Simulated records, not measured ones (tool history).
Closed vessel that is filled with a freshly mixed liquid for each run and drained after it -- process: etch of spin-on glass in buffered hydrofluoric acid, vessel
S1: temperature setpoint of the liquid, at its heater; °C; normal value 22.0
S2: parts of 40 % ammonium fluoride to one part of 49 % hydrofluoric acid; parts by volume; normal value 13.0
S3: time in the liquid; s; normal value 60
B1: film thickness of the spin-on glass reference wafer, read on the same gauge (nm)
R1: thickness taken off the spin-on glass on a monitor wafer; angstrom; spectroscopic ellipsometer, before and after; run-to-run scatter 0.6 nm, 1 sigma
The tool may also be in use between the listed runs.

| run | hour | S1 | S2 | S3 | B1 | R1 |
|---|---|---|---|---|---|---|
| 1 | 0.0 | 22.0 | 13.0 | 60 | 30.03 | 1292.7 |
| 2 | 38.1 | 22.0 | 13.0 | 60 | 30.02 | 1305.8 |
| 3 | 77.7 | 22.0 | 13.0 | 60 | 30.02 | 1295.3 |
| 4 | 122.6 | 22.0 | 13.0 | 60 | 29.97 | 1307.9 |
| 5 | 149.8 | 22.0 | 13.0 | 60 | 30.04 | 1309.5 |
| 6 | 177.7 | 22.0 | 13.0 | 60 | 29.95 | 1317.2 |
| 7 | 205.3 | 22.0 | 13.0 | 60 | 29.99 | 1307.9 |
| 8 | 274.5 | 24.0 | 13.0 | 40 | 30.02 | 985.9 |
| 9 | 316.8 | 22.0 | 13.0 | 60 | 29.99 | 1318.1 |
| 10 | 379.4 | 22.0 | 13.0 | 60 | 30.05 | 1332.9 |
| 11 | 422.6 | 22.0 | 13.0 | 60 | 30.05 | 1331.4 |
| 12 | 475.8 | 21.0 | 14.5 | 60 | 30.02 | 1138.3 |
|  | 653.2 | gauge calibrated |
| 13 | 666.8 | 21.0 | 14.5 | 60 | 30.01 | 1150.1 |
| 14 | 699.0 | 22.0 | 13.0 | 60 | 30.00 | 1357.0 |
| 15 | 729.2 | 22.0 | 13.0 | 60 | 30.02 | 1348.6 |
|  | 756.2 | hydrofluoric acid flow meter replaced |
| 16 | 781.5 | 17.5 | 13.0 | 60 | 30.01 | 1060.5 |
| 17 | 818.5 | 18.5 | 13.0 | 60 | 29.96 | 1121.6 |
| 18 | 863.5 | 22.0 | 13.0 | 60 | 30.03 | 1345.2 |
| 19 | 914.8 | 22.0 | 17.0 | 60 | 29.97 | 1047.1 |
|  | 922.5 | thermometer replaced |
| 20 | 941.0 | 17.0 | 8.5 | 35 | 29.99 | 778.4 |
| 21 | 981.1 | 22.0 | 10.5 | 60 | 29.98 | 1489.4 |
| 22 | 1038.3 | 22.0 | 16.0 | 80 | 30.03 | 1311.3 |
| 23 | 1077.4 | 22.0 | 16.5 | 85 | 29.99 | 1348.5 |
| 24 | 1107.2 | 22.0 | 13.0 | 60 | 29.99 | 1208.4 |
| 25 | 1151.8 | 22.0 | 13.0 | 45 | 30.01 | 919.5 |
| 26 | 1188.9 | 18.0 | 10.5 | 75 | 30.02 | 1509.0 |
| 27 | 1247.4 | 22.0 | 13.0 | 60 | 29.97 | 1224.2 |

Alternative continuations, all from the tool just after run 27; predict every row:
| A | 1248.1 | 22.0 | 8.5 | 60 | ? | ? |
| B | 1248.1 | 18.0 | 15.0 | 60 | ? | ? |
| C | 1248.1 | 17.0 | 16.0 | 60 | ? | ? |

| run | B1 | R1 |
|---|---|---|
| A | 29.99 | 1788.8 |
| B | 29.99 | 846.3 |
| C | 29.99 | 750.3 |
Had the tool no hidden state, the same runs would have come out as:
| run | R1 |
|---|---|
| A | 1737.3 |
| B | 821.2 |
| C | 727.9 |

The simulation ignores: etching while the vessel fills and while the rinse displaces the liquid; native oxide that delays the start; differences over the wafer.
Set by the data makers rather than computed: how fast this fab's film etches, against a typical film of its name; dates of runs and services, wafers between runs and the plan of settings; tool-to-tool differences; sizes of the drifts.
